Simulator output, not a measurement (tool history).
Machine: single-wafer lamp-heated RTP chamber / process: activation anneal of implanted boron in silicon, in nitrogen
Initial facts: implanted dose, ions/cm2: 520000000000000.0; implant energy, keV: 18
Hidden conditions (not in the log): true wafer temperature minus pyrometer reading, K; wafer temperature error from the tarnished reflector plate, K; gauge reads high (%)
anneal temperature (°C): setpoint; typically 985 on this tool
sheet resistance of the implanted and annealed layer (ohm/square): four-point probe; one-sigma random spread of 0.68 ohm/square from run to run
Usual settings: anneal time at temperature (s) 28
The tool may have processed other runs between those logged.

run,day,anneal temperature (°C),anneal time at temperature (s),wafers since the last listed run,wafers since the last pyrometer calibration,wafers since the reflector plate was cleaned,hours since the gauge calibration,"read-back reference wafer on the same gauge, sheet resistance",sheet resistance of the implanted and annealed layer (ohm/square)
1,0.000,1007,23,0,28,2325,194.8,245.06,224.47
2,1.338,1007,23,458,486,2783,226.9,244.95,224.13
3,4.079,1007,23,939,1426,3723,292.7,245.01,222.81
4,6.146,985,19,708,2135,4432,342.3,245.01,226.03
5,7.646,985,19,514,2649,4946,378.3,245.22,225.69
# day 9.338: pyrometer window cleaned and pyrometer calibrated
6,9.958,985,19,678,212,5625,433.8,245.16,229.69
7,11.067,985,36,379,592,6005,460.4,245.05,226.68
# day 13.354: reflector plate cleaned
8,13.375,985,36,677,1269,7,515.8,244.79,227.54
9,15.346,970,14,675,1945,683,563.1,245.22,237.69
# day 17.533: gauge calibrated
10,17.717,985,19,812,2758,1496,4.4,244.98,227.95
# day 18.704: pyrometer window cleaned and pyrometer calibrated
11,19.638,970,14,544,319,2040,50.5,245.07,244.79
12,20.758,1003,40,384,704,2424,77.4,244.94,222.39
13,21.867,985,28,379,1084,2804,104.0,245.04,227.23
14,23.283,1005,34,485,1569,3290,138.0,244.88,221.29
15,24.646,985,28,467,2036,3757,170.7,245.04,227.60
16,26.725,985,42,712,2749,4470,220.6,245.10,224.33
# day 28.258: pyrometer window cleaned and pyrometer calibrated
17,28.279,973,28,418,6,4888,257.9,244.94,234.94

Branching from run 17: 3 alternative next runs. What would each branch give?
A,28.296,960,28,5,12,4894,258.3,?,?
B,28.296,967,12,5,12,4894,258.3,?,?
C,28.296,969,36,5,12,4894,258.3,?,?

run,"read-back reference wafer on the same gauge, sheet resistance",sheet resistance of the implanted and annealed layer (ohm/square)
A,244.99,246.79
B,244.99,247.37
C,244.99,236.04
Without the tool's unlogged condition, the same runs would have read:
run,sheet resistance of the implanted and annealed layer (ohm/square)
A,256.30
B,256.91
C,241.98
